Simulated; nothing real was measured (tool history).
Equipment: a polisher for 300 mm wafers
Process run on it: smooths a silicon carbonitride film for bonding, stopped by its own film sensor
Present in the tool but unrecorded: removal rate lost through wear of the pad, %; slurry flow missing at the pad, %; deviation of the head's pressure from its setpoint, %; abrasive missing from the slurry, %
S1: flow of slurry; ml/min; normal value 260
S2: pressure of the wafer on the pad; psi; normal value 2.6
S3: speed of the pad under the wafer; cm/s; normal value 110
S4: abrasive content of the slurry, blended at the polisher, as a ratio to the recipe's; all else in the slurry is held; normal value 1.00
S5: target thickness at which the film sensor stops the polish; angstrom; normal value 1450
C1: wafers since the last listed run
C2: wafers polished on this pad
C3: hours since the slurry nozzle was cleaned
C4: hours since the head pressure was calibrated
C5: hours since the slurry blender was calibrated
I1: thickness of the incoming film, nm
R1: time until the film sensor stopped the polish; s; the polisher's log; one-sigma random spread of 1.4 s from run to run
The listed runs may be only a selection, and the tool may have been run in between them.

run   hour   S1   S2   S3    S4    S5   C1   C2     C3     C4     C5     I1     R1
  1    0.0  260  2.6  110  1.00  1450    0  391  410.4  467.4  139.2  179.7   93.6
  2   17.9  260  2.6  110  1.00  1450  139  531  428.3  485.3  157.1  179.0   92.0
  3   27.4  260  2.6  110  1.00  1450   74  605  437.8  494.8  166.6  177.9   90.4
  4   36.7  260  2.6  110  1.05  1450   72  678  447.1  504.1  175.9  177.5   89.1
  5   43.5  260  2.6  110  1.05  1450   53  731  453.9  510.9  182.7  180.6   98.0
      45.7  -- head pressure recalibrated
      51.8  -- slurry nozzle cleaned
      53.2  -- worn pad replaced by a new one
  6   56.1  260  2.6  110  1.05  1450   63   22    4.3   10.4  195.3  181.8   98.8
  7   71.1  260  2.6  110  0.90  1450  117  139   19.3   25.4  210.3  179.6  106.8
  8   79.9  260  2.6  110  0.90  1450   68  207   28.1   34.2  219.1  180.7  111.6
  9   89.6  260  2.6  110  1.00  1450   75  283   37.8   43.9  228.8  180.3  104.3
 10  100.2  260  2.6  110  1.00  1450   82  366   48.4   54.5  239.4  176.8   89.9
 11  116.5  180  1.8  110  0.75  1450  127  493   64.7   70.8  255.7  178.6  163.7
 12  129.5  260  1.7  110  0.90  1520  101  594   77.7   83.8  268.7  181.8  122.1
     135.2  -- slurry blender recalibrated
 13  136.5  295  2.6  110  0.90  1450   39  633   84.7   90.8    1.3  178.8  129.9
 14  143.4  260  2.6  110  1.00  1450   53  687   91.6   97.7    8.2  180.8  128.2
     156.9  -- worn pad replaced by a new one
 15  157.3  260  2.2   80  0.80  1450   77    2  105.5  111.6   22.1  180.3  231.5
 16  165.8  260  2.6  110  1.00  1450   66   69  114.0  120.1   30.6  181.0  133.2
 17  181.6  260  2.6  110  0.75  1450  123  192  129.8  135.9   46.4  179.8  178.3
 18  196.5  350  2.6  144  0.90  1490  116  308  144.7  150.8   61.3  178.2   99.6
 19  204.9  175  2.6   94  1.00  1450   65  374  153.1  159.2   69.7  179.7  165.0
 20  221.9  290  2.6   94  1.00  1450  132  506  170.1  176.2   86.7  179.8  157.3
 21  233.1  260  2.6  110  1.20  1450   87  594  181.3  187.4   97.9  181.0  126.8
 22  250.1  260  2.6  146  0.70  1510  132  726  198.3  204.4  114.9  179.9  143.0
     262.9  -- slurry blender recalibrated, repeated, since the last time left the tool worse
     274.2  -- worn pad replaced by a new one
 23  301.0  260  2.6  110  1.00  1450  350  208  249.2  255.3   38.1  178.6   82.4
 24  308.6  260  2.6  110  1.00  1450   59  268  256.8  262.9   45.7  183.6   97.1
 25  322.7  330  3.0   80  0.80  1450  109  378  270.9  277.0   59.8  183.4  134.0
 26  334.1  260  2.6  110  1.00  1450   88  467  282.3  288.4   71.2  179.3   89.3
 27  349.9  260  2.6  110  1.10  1450  123  590  298.1  304.2   87.0  180.6   88.0
 28  367.2  260  2.2   96  0.85  1490  134  725  315.4  321.5  104.3  181.1  118.7
 29  373.5  260  2.6  110  1.00  1450   49  774  321.7  327.8  110.6  181.1   96.5
     378.5  -- worn pad replaced by a new one
 30  390.8  225  3.0   94  1.00  1450  103   95  339.0  345.1  127.9  178.5   93.4

List, for all runs, the conditions of the tool that the log does not record:
removal rate lost through wear of the pad, %: 0 across all the runs
slurry flow missing at the pad, %: 0 across all the runs
deviation of the head's pressure from its setpoint, %: 0 across all the runs
H1: abrasive missing from the slurry, %
run    H1
  1  11.7
  2  13.1
  3  13.8
  4  14.5
  5    15
  6  15.9
  7    17
  8  17.7
  9  18.4
 10  19.2
 11  20.4
 12  21.4
 13  36.1
 14  36.6
 15  37.7
 16  38.3
 17  39.5
 18  40.6
 19  41.2
 20  42.5
 21  43.3
 22  44.6
 23  3.71
 24  4.28
 25  5.33
 26  6.19
 27  7.37
 28  8.67
 29  9.14
 30  10.4

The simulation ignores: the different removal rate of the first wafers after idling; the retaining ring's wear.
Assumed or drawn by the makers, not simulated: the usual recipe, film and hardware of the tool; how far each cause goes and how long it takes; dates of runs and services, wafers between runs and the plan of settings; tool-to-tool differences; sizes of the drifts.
